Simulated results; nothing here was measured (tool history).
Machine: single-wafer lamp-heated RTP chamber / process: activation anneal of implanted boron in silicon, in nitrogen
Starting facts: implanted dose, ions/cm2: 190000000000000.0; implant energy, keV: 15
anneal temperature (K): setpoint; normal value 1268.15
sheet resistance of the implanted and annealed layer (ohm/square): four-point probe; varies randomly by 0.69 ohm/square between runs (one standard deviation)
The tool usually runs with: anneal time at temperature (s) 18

run,hour,anneal temperature (K),anneal time at temperature (s),"read-back reference wafer on the same gauge, sheet resistance",sheet resistance of the implanted and annealed layer (ohm/square)
1,0,1285.15,18,538.06,451.27
2,35.2,1285.15,18,538,452.16
3,59.2,1257.15,22,538.12,453.88
4,81.3,1268.15,18,537.99,453.98
5,95.9,1268.15,18,537.78,452.92
# hour 127: reflector plate cleaned
6,130.8,1268.15,18,537.82,452.08
# hour 149: pyrometer window cleaned and pyrometer calibrated
7,149.5,1268.15,18,538.24,456.56
8,176.1,1268.15,18,538.22,455.54
9,190.6,1268.15,18,538.18,454.92
10,209,1268.15,13,538.04,455.59
11,225.6,1268.15,18,537.7,453.9
# hour 256.7: gauge calibrated
12,308.9,1268.15,18,537.78,453
13,327,1268.15,18,538,453.48
# hour 348.9: reflector plate cleaned
14,349.4,1268.15,18,538.01,453.07
15,362.5,1286.15,18,538.17,451.32
16,382.8,1284.15,8,537.97,454.4
17,409.3,1280.15,22,538.2,451.51
# hour 422.1: pyrometer window cleaned and pyrometer calibrated
18,425.8,1268.15,18,537.82,456.79
19,481.2,1289.15,18,537.57,451.96
20,495.9,1268.15,27,538.21,452.9
21,513.6,1255.15,14,537.9,458.67
22,558,1244.15,18,538.07,459.75
23,576.9,1281.15,8,537.88,453.04
24,602.2,1294.15,18,537.71,450.79
# hour 620.9: reflector plate cleaned
# hour 634.5: pyrometer window cleaned and pyrometer calibrated
25,692.9,1284.15,18,538.17,452.54
26,727.6,1268.15,18,537.94,453.22
27,745.8,1279.15,22,538.16,450.77
28,773.5,1256.15,29,537.8,454.31
29,803,1268.15,18,538.17,453.39
# hour 831.7: reflector plate cleaned
30,832.6,1268.15,18,538.16,453.08
31,854.7,1243.15,15,537.69,462.57
# hour 878.5: pyrometer window cleaned and pyrometer calibrated
32,885.4,1268.15,18,537.73,456.29
33,913.9,1268.15,18,538.11,452.89
34,938.7,1294.15,18,537.77,451.02
35,957.7,1251.15,8,537.9,462.41
36,988.1,1268.15,23,537.97,452.99

Run by run, hidden condition taken away, random variation retained:
What the log doesn't record here: true wafer temperature minus pyrometer reading, K; wafer temperature error from the tarnished reflector plate, K; gauge reads high (%).
run,sheet resistance of the implanted and annealed layer (ohm/square)
1,452.58
2,453.64
3,460.46
4,458.31
5,457.37
6,455.77
7,457.19
8,457.34
9,457.18
10,458.69
11,456.96
12,457.19
13,457.85
14,456.67
15,452.63
16,456.37
17,453.29
18,457.75
19,452.87
20,455.69
21,466.4
22,474.39
23,455.89
24,451.92
25,453.74
26,456.82
27,452.68
28,460.53
29,457.83
30,457.09
31,478.16
32,458.12
33,455.71
34,451.82
35,473.89
36,456.76
